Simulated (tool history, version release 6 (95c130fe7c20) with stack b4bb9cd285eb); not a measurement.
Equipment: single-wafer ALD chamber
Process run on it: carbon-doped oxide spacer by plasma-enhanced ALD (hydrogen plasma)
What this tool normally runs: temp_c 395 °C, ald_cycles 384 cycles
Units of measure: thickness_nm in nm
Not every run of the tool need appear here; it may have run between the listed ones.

run,hour,temp_c,ald_cycles,"read-back reference wafer on the same gauge, thickness_nm",thickness_nm
1,0.0,395,384,18.553,18.854
2,92.6,395,384,18.633,18.759
3,172.9,395,384,18.675,18.832
4,278.3,395,384,18.752,19.064
5,326.8,395,384,18.795,19.056
6,383.2,400,384,18.811,18.905
# hour 387.9: gauge calibrated
7,486.4,400,384,18.279,18.409
8,548.8,395,384,18.310,18.570
9,601.4,407,427,18.376,20.170
# hour 611.3: thermocouple changed; heater temperature recalibrated
10,661.7,409,308,18.408,14.479
11,767.1,405,329,18.493,15.732
12,873.9,395,384,18.567,18.787
13,934.7,384,384,18.598,18.754
14,1037.8,387,324,18.680,15.892
15,1111.2,410,451,18.717,21.388

Each row is a separate what-if for the run after 15, all from the same tool condition, not one after another. Results?
A,1112.2,395,427,?,?
B,1112.2,395,351,?,?
C,1112.2,386,455,?,?
D,1112.2,395,336,?,?
E,1112.2,387,426,?,?

run,"read-back reference wafer on the same gauge, thickness_nm",thickness_nm
A,18.724,20.911
B,18.724,17.189
C,18.724,22.282
D,18.724,16.454
E,18.724,20.862
With no hidden state in the tool, these same runs would have given:
run,thickness_nm
A,20.431
B,16.795
C,21.771
D,16.077
E,20.384

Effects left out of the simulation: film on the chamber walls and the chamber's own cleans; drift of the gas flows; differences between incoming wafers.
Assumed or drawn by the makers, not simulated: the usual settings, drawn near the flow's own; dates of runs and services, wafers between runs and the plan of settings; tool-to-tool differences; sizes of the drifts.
